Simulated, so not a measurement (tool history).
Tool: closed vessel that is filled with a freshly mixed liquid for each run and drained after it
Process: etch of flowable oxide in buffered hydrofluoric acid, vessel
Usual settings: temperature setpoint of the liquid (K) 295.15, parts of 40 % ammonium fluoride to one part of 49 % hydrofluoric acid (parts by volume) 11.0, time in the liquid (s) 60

run	hour	temperature setpoint of the liquid (K)	parts of 40 % ammonium fluoride to one part of 49 % hydrofluoric acid (parts by volume)	time in the liquid (s)	read-back film thickness of the flowable oxide reference wafer, read on the same gauge (nm)	thickness taken off the flowable oxide on a monitor wafer (angstrom)
1	0.0	297.15	12.5	60	29.99	1564.2
2	37.8	297.15	12.5	60	30.00	1581.3
3	56.9	295.15	11.0	60	29.99	1618.4
4	87.4	295.15	11.0	60	29.99	1600.1
5	108.2	295.15	11.0	60	29.99	1591.2
6	130.0	295.15	11.0	60	29.99	1608.5
7	163.0	295.15	11.0	60	30.01	1618.2
8	181.2	295.15	13.5	50	29.98	1094.1
9	203.1	295.15	13.5	50	30.01	1099.4
10	282.7	295.15	11.0	75	30.02	1998.1
# hour 298.7: hydrofluoric acid flow meter replaced
11	301.1	295.15	11.0	75	30.00	2001.6
12	329.7	295.15	11.0	35	30.01	936.4
13	358.3	295.15	11.0	80	29.99	2135.5
14	431.6	295.15	11.0	80	30.01	2148.5
15	501.0	295.15	11.0	60	29.99	1629.2
16	525.9	292.15	11.0	90	30.00	2052.9
17	558.8	295.15	13.5	50	29.98	1100.6
18	591.6	295.15	9.5	60	30.00	1815.7
# hour 597.4: thermometer replaced
19	613.5	293.65	9.0	50	30.01	1431.8
20	688.2	295.15	11.0	60	30.00	1599.4
21	711.3	300.15	15.0	30	30.02	777.1
22	742.0	295.15	6.5	60	29.98	2648.3
# hour 748.3: gauge calibrated
23	756.0	300.15	10.0	40	30.00	1538.8
24	784.2	299.65	9.0	30	30.00	1202.8
25	798.0	295.15	13.5	50	29.97	1093.0
26	811.4	295.15	11.0	60	30.01	1626.6
27	830.5	293.65	15.5	75	30.00	1333.7
28	864.9	298.15	11.0	60	30.01	1906.8
29	886.5	295.15	15.5	60	30.00	1136.5
30	915.5	297.15	13.5	60	30.01	1447.4
31	939.0	295.15	11.0	60	30.01	1593.5

4 ways to go on from here, each from the tool as it stands after run 31. What would each give?
A	939.7	297.65	11.0	60	?	?
B	939.7	295.15	11.0	85	?	?
C	939.7	290.15	8.5	90	?	?
D	939.7	295.15	14.0	60	?	?

run	read-back film thickness of the flowable oxide reference wafer, read on the same gauge (nm)	thickness taken off the flowable oxide on a monitor wafer (angstrom)
A	29.99	1841.2
B	29.99	2274.3
C	29.99	2268.9
D	29.99	1267.9
Without the tool's hidden state the same runs would have given:
run	thickness taken off the flowable oxide on a monitor wafer (angstrom)
A	1841.2
B	2274.3
C	2268.9
D	1267.9

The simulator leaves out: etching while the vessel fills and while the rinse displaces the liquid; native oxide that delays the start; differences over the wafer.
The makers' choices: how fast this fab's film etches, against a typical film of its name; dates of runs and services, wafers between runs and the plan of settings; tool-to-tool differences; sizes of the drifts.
